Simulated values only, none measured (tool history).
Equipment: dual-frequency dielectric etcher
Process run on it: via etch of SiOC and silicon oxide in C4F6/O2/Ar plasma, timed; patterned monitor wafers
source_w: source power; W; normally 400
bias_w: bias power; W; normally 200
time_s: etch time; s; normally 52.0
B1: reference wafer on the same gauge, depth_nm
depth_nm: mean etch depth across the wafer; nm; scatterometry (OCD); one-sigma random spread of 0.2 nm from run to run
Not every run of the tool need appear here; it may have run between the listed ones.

{"run": 1, "hour": 0.0, "source_w": 400, "bias_w": 200, "time_s": 52.0, "B1": 71.4, "depth_nm": 62.3}
{"run": 2, "hour": 92.2, "source_w": 400, "bias_w": 200, "time_s": 52.0, "B1": 71.4, "depth_nm": 62.0}
{"run": 3, "hour": 160.0, "source_w": 350, "bias_w": 200, "time_s": 52.0, "B1": 71.6, "depth_nm": 58.3}
{"hour": 196.5, "done": "wet clean of the chamber"}
{"run": 4, "hour": 229.7, "source_w": 350, "bias_w": 200, "time_s": 52.0, "B1": 71.6, "depth_nm": 60.6}
{"run": 5, "hour": 320.9, "source_w": 350, "bias_w": 200, "time_s": 52.0, "B1": 71.5, "depth_nm": 60.4}
{"run": 6, "hour": 368.9, "source_w": 400, "bias_w": 200, "time_s": 52.0, "B1": 71.6, "depth_nm": 63.6}
{"hour": 412.1, "done": "source power generator calibrated"}
{"run": 7, "hour": 498.8, "source_w": 400, "bias_w": 200, "time_s": 52.0, "B1": 71.4, "depth_nm": 63.1}
{"run": 8, "hour": 575.6, "source_w": 400, "bias_w": 200, "time_s": 52.0, "B1": 71.5, "depth_nm": 62.9}
{"hour": 657.0, "done": "upper electrode replaced"}
{"run": 9, "hour": 657.5, "source_w": 400, "bias_w": 200, "time_s": 52.0, "B1": 71.4, "depth_nm": 62.8}
{"hour": 708.2, "done": "wet clean of the chamber"}
{"run": 10, "hour": 709.3, "source_w": 400, "bias_w": 159, "time_s": 52.0, "B1": 71.5, "depth_nm": 57.2}
{"run": 11, "hour": 778.8, "source_w": 350, "bias_w": 200, "time_s": 52.0, "B1": 71.5, "depth_nm": 60.2}
{"run": 12, "hour": 846.6, "source_w": 440, "bias_w": 200, "time_s": 66.5, "B1": 71.5, "depth_nm": 84.2}
{"hour": 896.6, "done": "gauge calibrated"}
{"run": 13, "hour": 935.6, "source_w": 400, "bias_w": 240, "time_s": 60.5, "B1": 71.5, "depth_nm": 79.1}
{"hour": 1027.4, "done": "bias power generator calibrated"}
{"run": 14, "hour": 1197.7, "source_w": 320, "bias_w": 200, "time_s": 41.5, "B1": 71.5, "depth_nm": 44.8}
{"hour": 1240.6, "done": "wet clean of the chamber"}
{"run": 15, "hour": 1250.3, "source_w": 400, "bias_w": 200, "time_s": 40.5, "B1": 71.4, "depth_nm": 49.8}
{"run": 16, "hour": 1287.1, "source_w": 400, "bias_w": 200, "time_s": 46.0, "B1": 71.5, "depth_nm": 56.2}

What was the tool's hidden state at every run in the log?
source power that arrives over what is set, %: 0 on each run
bias power that arrives over what is set, %: 0 on each run
gauge reads high (%): 0 on each run
H1: etch rate over this chamber's usual, %
run=1 H1=-2.58
run=2 H1=-3.16
run=3 H1=-3.59
run=4 H1=0.336
run=5 H1=-0.24
run=6 H1=-0.543
run=7 H1=-1.36
run=8 H1=-1.85
run=9 H1=-2.36
run=10 H1=-0.322
run=11 H1=-0.761
run=12 H1=-1.19
run=13 H1=-1.75
run=14 H1=-3.41
run=15 H1=0.0463
run=16 H1=-0.186
